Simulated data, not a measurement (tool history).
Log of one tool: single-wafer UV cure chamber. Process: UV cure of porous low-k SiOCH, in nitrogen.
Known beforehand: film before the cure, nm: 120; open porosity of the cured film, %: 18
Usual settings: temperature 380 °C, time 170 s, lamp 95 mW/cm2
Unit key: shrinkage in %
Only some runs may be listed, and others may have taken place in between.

run,day,temperature,time,lamp,shrinkage
1,0,380,170,95,9.198
2,1.008,380,170,95,9.024
3,1.954,380,170,95,9.173
4,2.479,380,220,95,10.148
5,3.6,380,220,95,9.909
6,4.796,380,220,95,10.012
7,6.258,380,170,124,9.898
# day 6.846: UV bulbs replaced
8,7.621,366,225,113,10.213
9,8.4,380,170,95,8.518
# day 10.071: quartz window cleaned
10,10.092,396,250,65,9.727
11,11.267,380,230,126,11.942

For run 12, what comes out?
12,12.558,380,170,95,?

Run 12 produced shrinkage 9.461 %.
If the tool had no hidden condition, the same run with the same run-to-run variation would have returned shrinkage 9.548 %.

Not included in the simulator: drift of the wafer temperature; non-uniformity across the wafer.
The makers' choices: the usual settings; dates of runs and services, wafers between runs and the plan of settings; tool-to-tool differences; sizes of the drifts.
